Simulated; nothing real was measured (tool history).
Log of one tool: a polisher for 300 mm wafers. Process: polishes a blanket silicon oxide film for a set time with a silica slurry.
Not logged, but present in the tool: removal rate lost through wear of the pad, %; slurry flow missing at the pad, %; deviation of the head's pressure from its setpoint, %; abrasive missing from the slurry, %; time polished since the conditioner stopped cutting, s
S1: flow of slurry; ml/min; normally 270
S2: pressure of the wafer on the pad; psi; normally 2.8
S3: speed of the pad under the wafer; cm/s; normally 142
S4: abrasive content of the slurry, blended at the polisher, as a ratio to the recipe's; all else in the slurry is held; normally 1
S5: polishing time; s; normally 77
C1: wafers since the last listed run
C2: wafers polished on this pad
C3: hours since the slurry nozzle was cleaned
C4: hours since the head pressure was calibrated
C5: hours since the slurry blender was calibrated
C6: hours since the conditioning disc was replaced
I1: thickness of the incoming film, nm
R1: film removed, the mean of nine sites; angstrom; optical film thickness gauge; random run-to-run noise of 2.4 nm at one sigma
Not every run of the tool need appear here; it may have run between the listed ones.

| run | hour | S1 | S2 | S3 | S4 | S5 | C1 | C2 | C3 | C4 | C5 | C6 | I1 | R1 |
|---|---|---|---|---|---|---|---|---|---|---|---|---|---|---|
| 1 | 0 | 270 | 2.2 | 142 | 1 | 77 | 0 | 1895 | 602.4 | 708.9 | 293.8 | 224.3 | 1038.1 | 1604 |
| 2 | 28.3 | 270 | 2.8 | 108 | 1 | 68 | 418 | 2314 | 630.7 | 737.2 | 322.1 | 252.6 | 1069.5 | 1452 |
|  | 40.4 | slurry blender recalibrated |
| 3 | 80.3 | 270 | 2.8 | 142 | 1 | 77 | 739 | 3054 | 682.7 | 789.2 | 39.9 | 304.6 | 1055.2 | 2019 |
|  | 112.8 | head pressure recalibrated |
| 4 | 123 | 270 | 2.8 | 142 | 1 | 77 | 602 | 3656 | 725.4 | 10.2 | 82.6 | 347.3 | 1055.1 | 2013 |
|  | 240.9 | worn pad replaced by a new one |
|  | 266 | slurry nozzle cleaned |
| 5 | 310.2 | 270 | 2.8 | 142 | 1 | 77 | 2695 | 1010 | 44.2 | 197.4 | 269.8 | 534.5 | 1066.4 | 2012 |
| 6 | 343.7 | 270 | 2.8 | 142 | 1 | 77 | 495 | 1505 | 77.7 | 230.9 | 303.3 | 568 | 1053.4 | 2037 |
|  | 352 | conditioning disc replaced and pad reconditioned |
|  | 368.6 | slurry blender recalibrated |
| 7 | 377.6 | 270 | 2.8 | 142 | 1 | 77 | 442 | 1947 | 111.6 | 264.8 | 9 | 25.6 | 1054.1 | 2015 |
| 8 | 435.6 | 270 | 2.8 | 142 | 1 | 77 | 858 | 2806 | 169.6 | 322.8 | 67 | 83.6 | 1057.7 | 2015 |
| 9 | 499.8 | 270 | 2.8 | 142 | 1 | 77 | 949 | 3755 | 233.8 | 387 | 131.2 | 147.8 | 1054.9 | 2013 |
| 10 | 548.7 | 270 | 2.8 | 156 | 1 | 68 | 723 | 4479 | 282.7 | 435.9 | 180.1 | 196.7 | 1050 | 1883 |
| 11 | 572.9 | 270 | 2.8 | 142 | 1 | 77 | 358 | 4837 | 306.9 | 460.1 | 204.3 | 220.9 | 1062.3 | 1943 |
|  | 580.2 | worn pad replaced by a new one |
| 12 | 623 | 340 | 3.8 | 178 | 1 | 53 | 681 | 633 | 357 | 510.2 | 254.4 | 271 | 1060.8 | 2286 |
| 13 | 649.2 | 195 | 2.8 | 124 | 1 | 77 | 387 | 1021 | 383.2 | 536.4 | 280.6 | 297.2 | 1042.6 | 1753 |
|  | 691.8 | slurry blender recalibrated |
| 14 | 692.3 | 335 | 2.8 | 142 | 1 | 77 | 608 | 1629 | 426.3 | 579.5 | 0.5 | 340.3 | 1055.5 | 2039 |
| 15 | 718.4 | 270 | 2.8 | 142 | 1 | 77 | 386 | 2015 | 452.4 | 605.6 | 26.6 | 366.4 | 1056.6 | 1995 |
| 16 | 780 | 270 | 2.8 | 142 | 1 | 77 | 911 | 2926 | 514 | 667.2 | 88.2 | 428 | 1058.3 | 2052 |
|  | 784.6 | conditioning disc replaced and pad reconditioned |
| 17 | 828.8 | 270 | 2 | 142 | 1 | 100 | 692 | 3619 | 562.8 | 716 | 137 | 44.2 | 1069.7 | 1929 |
|  | 837.5 | head pressure recalibrated |
|  | 892.4 | worn pad replaced by a new one |
| 18 | 894.1 | 270 | 3.3 | 158 | 1 | 77 | 877 | 25 | 628.1 | 56.6 | 202.3 | 109.5 | 1052.5 | 2531 |
| 19 | 919.7 | 190 | 1.8 | 184 | 1 | 77 | 378 | 403 | 653.7 | 82.2 | 227.9 | 135.1 | 1054.5 | 1580 |
| 20 | 944.9 | 305 | 2.2 | 142 | 1 | 91 | 372 | 776 | 678.9 | 107.4 | 253.1 | 160.3 | 1042.6 | 1917 |
| 21 | 985.6 | 190 | 2.4 | 142 | 1 | 77 | 602 | 1378 | 719.6 | 148.1 | 293.8 | 201 | 1079.6 | 1665 |
|  | 1009.6 | slurry blender recalibrated |
| 22 | 1013.4 | 270 | 1.9 | 174 | 1 | 77 | 381 | 1760 | 747.4 | 175.9 | 3.8 | 228.8 | 1066.6 | 1667 |
| 23 | 1068.6 | 270 | 2.8 | 142 | 1 | 77 | 816 | 2577 | 802.6 | 231.1 | 59 | 284 | 1057.6 | 1977 |
| 24 | 1095.2 | 300 | 2.8 | 142 | 0.85 | 58 | 393 | 2970 | 829.2 | 257.7 | 85.6 | 310.6 | 1064.2 | 1427 |
|  | 1111.3 | slurry nozzle cleaned |
| 25 | 1166.9 | 270 | 2.8 | 142 | 1 | 77 | 1045 | 4016 | 55.6 | 329.4 | 157.3 | 382.3 | 1069.7 | 2013 |
|  | 1209.5 | worn pad replaced by a new one |
| 26 | 1213.5 | 270 | 2.8 | 142 | 1 | 77 | 630 | 59 | 102.2 | 376 | 203.9 | 428.9 | 1046.2 | 2043 |

Alternative continuations, all from the tool just after run 26; predict every row:
| A | 1213.9 | 270 | 3.5 | 142 | 1 | 77 | 5 | 65 | 102.6 | 376.4 | 204.3 | 429.3 | 1068.2 | ? |
| B | 1213.9 | 270 | 2.8 | 142 | 1.1 | 68 | 5 | 65 | 102.6 | 376.4 | 204.3 | 429.3 | 1068.2 | ? |
| C | 1213.9 | 180 | 2.3 | 142 | 1.15 | 77 | 5 | 65 | 102.6 | 376.4 | 204.3 | 429.3 | 1068.2 | ? |

| run | R1 |
|---|---|
| A | 2477 |
| B | 1845 |
| C | 1696 |
With no hidden state in the tool, these same runs would have given:
| run | R1 |
|---|---|
| A | 2477 |
| B | 1845 |
| C | 1696 |

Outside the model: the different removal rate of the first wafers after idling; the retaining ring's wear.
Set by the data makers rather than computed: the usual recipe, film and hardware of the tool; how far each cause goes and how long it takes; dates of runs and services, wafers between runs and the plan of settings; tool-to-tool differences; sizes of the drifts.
